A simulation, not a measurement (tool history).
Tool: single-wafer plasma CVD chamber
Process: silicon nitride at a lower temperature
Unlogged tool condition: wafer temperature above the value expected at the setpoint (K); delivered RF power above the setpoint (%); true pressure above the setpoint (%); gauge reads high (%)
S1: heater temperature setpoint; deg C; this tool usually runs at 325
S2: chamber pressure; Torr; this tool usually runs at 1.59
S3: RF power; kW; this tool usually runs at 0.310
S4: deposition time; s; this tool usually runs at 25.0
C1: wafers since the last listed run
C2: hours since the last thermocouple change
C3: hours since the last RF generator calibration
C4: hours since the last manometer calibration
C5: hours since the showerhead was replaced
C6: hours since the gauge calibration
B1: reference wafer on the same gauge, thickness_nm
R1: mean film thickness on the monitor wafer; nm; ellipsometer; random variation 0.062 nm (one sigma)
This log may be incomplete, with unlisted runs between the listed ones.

run    hour   S1    S2     S3    S4    C1      C2      C3      C4      C5      C6      B1      R1
  1     0.0  325  1.59  0.310  25.0     0   734.2  1014.9  1223.4  3696.0  1554.3  30.691  28.625
  2   207.9  325  1.59  0.310  25.0  3231   942.1  1222.8  1431.3  3903.9  1762.2  30.698  28.487
      239.6  -- gauge calibrated
  3   260.1  325  1.59  0.310  25.0   811   994.3  1275.0  1483.5  3956.1    20.5  30.700  28.502
  4   286.8  336  1.90  0.310  25.0   414  1021.0  1301.7  1510.2  3982.8    47.2  30.699  30.490
  5   354.4  336  1.90  0.310  25.0  1050  1088.6  1369.3  1577.8  4050.4   114.8  30.698  30.470
  6   417.1  336  1.90  0.310  25.0   974  1151.3  1432.0  1640.5  4113.1   177.5  30.691  30.423
      558.0  -- thermocouple changed; heater temperature recalibrated
  7   590.4  325  1.59  0.310  27.8  2569    32.4  1605.3  1813.8  4286.4   350.8  30.702  31.388
      599.9  -- RF generator calibrated
      632.9  -- showerhead replaced, of another model than before
  8   633.5  325  1.59  0.310  27.8   421    75.5    33.6  1856.9     0.6   393.9  30.698  30.806
  9   693.9  325  1.59  0.310  27.8   938   135.9    94.0  1917.3    61.0   454.3  30.701  30.774
 10   730.8  325  1.59  0.310  22.6   573   172.8   130.9  1954.2    97.9   491.2  30.693  24.905
 11   764.7  311  1.48  0.310  26.3   526   206.7   164.8  1988.1   131.8   525.1  30.714  27.509
 12   800.7  325  1.59  0.280  29.1   559   242.7   200.8  2024.1   167.8   561.1  30.705  29.493
 13   850.3  325  1.59  0.310  25.0   770   292.3   250.4  2073.7   217.4   610.7  30.689  27.413
      878.4  -- capacitance manometer re-zeroed and calibrated
 14   891.5  334  1.38  0.310  25.0   516   333.5   291.6    13.1   258.6   651.9  30.700  25.394
 15   931.9  313  1.40  0.310  25.0   627   373.9   332.0    53.5   299.0   692.3  30.691  26.023
 16   956.2  325  1.59  0.330  25.0   377   398.2   356.3    77.8   323.3   716.6  30.700  30.034
 17  1001.5  321  1.21  0.265  22.9   704   443.5   401.6   123.1   368.6   761.9  30.701  17.132
 18  1214.5  334  1.86  0.310  25.0  3310   656.5   614.6   336.1   581.6   974.9  30.706  31.383
 19  1264.5  311  1.36  0.310  25.0   777   706.5   664.6   386.1   631.6  1024.9  30.700  25.182
 20  1321.9  325  1.59  0.310  25.0   892   763.9   722.0   443.5   689.0  1082.3  30.702  28.626
 21  1370.0  325  1.59  0.285  20.4   747   812.0   770.1   491.6   737.1  1130.4  30.714  21.886

Estimate the outcome of run 22 from the log above:
 22  1412.9  337  1.31  0.310  26.4  666  854.9  813.0  534.5  780.0  1173.3   ?   ?

{"run 22": {"B1": 30.701, "R1": 25.192}}
Had the tool carried no hidden state, the very same run would have given R1 25.533 nm.
